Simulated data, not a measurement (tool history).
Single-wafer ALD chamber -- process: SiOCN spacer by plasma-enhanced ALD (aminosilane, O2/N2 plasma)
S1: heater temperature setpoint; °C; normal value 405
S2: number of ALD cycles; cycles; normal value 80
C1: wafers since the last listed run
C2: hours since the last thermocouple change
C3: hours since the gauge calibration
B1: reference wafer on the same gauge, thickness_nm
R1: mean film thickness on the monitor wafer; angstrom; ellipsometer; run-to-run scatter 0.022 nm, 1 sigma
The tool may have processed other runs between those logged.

Run 1, day 0.000: usual settings but S2 87 cycles; C1 0; C2 843.9; C3 718.6; B1 3.952. Result: R1 53.27 angstrom.
Run 2, day 2.321: usual settings; C1 211; C2 899.6; C3 774.3; B1 3.944. Result: R1 48.68 angstrom.
Run 3, day 4.754: usual settings; C1 221; C2 958.0; C3 832.7; B1 3.946. Result: R1 48.93 angstrom.
Run 4, day 6.196: usual settings; C1 131; C2 992.6; C3 867.3; B1 3.945. Result: R1 48.94 angstrom.
Run 5, day 7.879: usual settings; C1 153; C2 1033.0; C3 907.7; B1 3.939. Result: R1 48.65 angstrom.
Run 6, day 9.583: usual settings; C1 155; C2 1073.9; C3 948.6; B1 3.956. Result: R1 48.62 angstrom.
Run 7, day 12.404: usual settings; C1 256; C2 1141.6; C3 1016.3; B1 3.942. Result: R1 48.95 angstrom.
Run 8, day 13.912: usual settings; C1 137; C2 1177.8; C3 1052.5; B1 3.957. Result: R1 49.25 angstrom.
Run 9, day 16.871: usual settings but S2 90 cycles; C1 269; C2 1248.8; C3 1123.5; B1 3.948. Result: R1 54.72 angstrom.
Run 10, day 18.033: usual settings but S2 90 cycles; C1 105; C2 1276.7; C3 1151.4; B1 3.942. Result: R1 55.00 angstrom.
At day 18.550: thermocouple changed; heater temperature recalibrated.
Run 11, day 19.221: usual settings but S2 90 cycles; C1 77; C2 16.1; C3 1179.9; B1 3.945. Result: R1 54.90 angstrom.
Run 12, day 21.638: usual settings; C1 220; C2 74.1; C3 1237.9; B1 3.947. Result: R1 49.16 angstrom.
Run 13, day 23.917: usual settings; C1 207; C2 128.8; C3 1292.6; B1 3.956. Result: R1 49.14 angstrom.
At day 24.250: gauge calibrated.
Run 14, day 26.271: usual settings but S2 89 cycles; C1 214; C2 185.3; C3 48.5; B1 3.954. Result: R1 53.89 angstrom.
Run 15, day 27.929: usual settings but S2 85 cycles; C1 151; C2 225.1; C3 88.3; B1 3.954. Result: R1 51.70 angstrom.
Run 16, day 29.933: usual settings but S2 93 cycles; C1 182; C2 273.2; C3 136.4; B1 3.960. Result: R1 56.75 angstrom.
Run 17, day 31.300: usual settings but S1 409 °C, S2 67 cycles; C1 124; C2 306.0; C3 169.2; B1 3.946. Result: R1 40.42 angstrom.
Run 18, day 32.329: usual settings but S2 93 cycles; C1 93; C2 330.7; C3 193.9; B1 3.954. Result: R1 56.65 angstrom.
Run 19, day 34.846: usual settings but S1 392 °C, S2 91 cycles; C1 229; C2 391.1; C3 254.3; B1 3.951. Result: R1 56.32 angstrom.
Run 20, day 37.454: usual settings; C1 237; C2 453.7; C3 316.9; B1 3.955. Result: R1 48.97 angstrom.
Run 21, day 39.350: usual settings; C1 172; C2 499.2; C3 362.4; B1 3.948. Result: R1 48.71 angstrom.
Run 22, day 41.571: usual settings but S1 395 °C, S2 75 cycles; C1 202; C2 552.5; C3 415.7; B1 3.946. Result: R1 46.20 angstrom.
Run 23, day 43.242: usual settings but S1 399 °C, S2 95 cycles; C1 152; C2 592.6; C3 455.8; B1 3.946. Result: R1 59.06 angstrom.
Run 24, day 48.771: usual settings but S1 393 °C, S2 84 cycles; C1 503; C2 725.3; C3 588.5; B1 3.954. Result: R1 51.78 angstrom.
Run 25, day 51.079: usual settings but S2 93 cycles; C1 210; C2 780.7; C3 643.9; B1 3.945. Result: R1 57.05 angstrom.

For each entry between runs, how does the tool's hidden state at the last listed run before it compare with that at the first listed run after it?
Logged between run 10 and run 11: thermocouple changed; heater temperature recalibrated (day 18.550)
  no hidden state differs between the two runs
Logged between run 13 and run 14: gauge calibrated (day 24.250)
  no hidden state differs between the two runs
